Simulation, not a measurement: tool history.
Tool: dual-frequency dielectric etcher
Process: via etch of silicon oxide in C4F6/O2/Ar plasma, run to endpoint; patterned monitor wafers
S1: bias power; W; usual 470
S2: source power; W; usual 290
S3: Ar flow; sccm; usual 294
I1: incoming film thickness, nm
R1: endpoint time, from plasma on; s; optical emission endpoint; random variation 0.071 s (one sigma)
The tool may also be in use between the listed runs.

run,hour,S1,S2,S3,I1,R1
1,0,428,290,277,98.4,23.7
# hour 45.4: bias power generator calibrated
# hour 59.9: upper electrode replaced
# hour 69.6: wet clean of the chamber
# hour 76: Ar flow controller replaced
2,76.5,470,290,294,98.3,23.5
3,76.8,470,290,294,99.6,23.7
4,77.2,470,290,294,100,23.8
5,84.3,470,290,294,98.6,23.4
6,94.4,470,290,294,98.2,23.4
7,112.2,470,290,294,98.6,23.5
8,126.2,470,290,294,98.8,23.4
9,142.4,572,350,294,98.8,20.2
10,153.7,568,290,320,98.8,21.8
11,160.4,371,250,250,99.3,27.2
12,168.3,513,240,254,99.4,24.1
13,175.5,470,350,294,99.2,21.9
14,190.2,470,350,225,98.6,21.5
15,226.1,545,220,339,98.9,24.5
16,240.1,370,270,294,98.2,26.4
17,249,439,290,257,99.3,24
18,259.7,567,290,237,99.5,21.3

Forecast run 19:
# hour 309.6: source power generator calibrated
19,310.1,470,290,270,99.2,?

{"run 19": {"R1": 23.3}}
Without the tool's hidden state the same run would have given R1 23.6 s.

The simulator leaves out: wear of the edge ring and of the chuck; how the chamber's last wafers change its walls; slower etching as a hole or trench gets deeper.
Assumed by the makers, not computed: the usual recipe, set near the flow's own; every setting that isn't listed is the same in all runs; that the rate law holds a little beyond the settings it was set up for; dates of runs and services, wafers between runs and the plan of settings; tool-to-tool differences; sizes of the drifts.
